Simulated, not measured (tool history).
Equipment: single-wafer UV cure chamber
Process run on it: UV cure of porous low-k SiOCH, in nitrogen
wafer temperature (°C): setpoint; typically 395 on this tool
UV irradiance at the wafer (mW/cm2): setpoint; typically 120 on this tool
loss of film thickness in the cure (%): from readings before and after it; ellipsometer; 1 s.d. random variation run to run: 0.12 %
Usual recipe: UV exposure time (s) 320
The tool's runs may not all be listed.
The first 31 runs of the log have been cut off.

run   hour  wafer temperature (°C)  UV exposure time (s)  UV irradiance at the wafer (mW/cm2)  loss of film thickness in the cure (%)
 32  370.9                     406                   320                                  120                                  12.137
 33  383.7                     395                   320                                  120                                  11.774
 34  398.9                     387                   320                                  143                                  12.623
 35  410.3                     395                   320                                  120                                  11.880
     432.5  -- UV bulbs replaced, repeated, since the last time left the tool worse
 36  433.0                     384                   145                                  120                                  10.564
 37  475.4                     380                   490                                   94                                  14.883
 38  482.9                     387                   450                                  143                                  16.559
 39  493.3                     395                   180                                   84                                  10.078
 40  500.7                     395                   320                                  120                                  14.319
 41  515.3                     395                   430                                   94                                  14.587
 42  526.0                     395                   240                                  146                                  13.906
 43  542.4                     395                   320                                  120                                  14.170
 44  554.7                     395                   320                                  139                                  15.093
 45  567.7                     395                   485                                   98                                  15.210
 46  581.7                     395                   320                                  151                                  15.422
 47  589.9                     402                   385                                  131                                  15.525

What does the tool deliver on the next run?
 48  603.9                     400                   320                                  135                                       ?

loss of film thickness in the cure (%): 14.675
On a tool with no hidden condition, and with the same random variation, this run would have come out at loss of film thickness in the cure (%) 14.879.
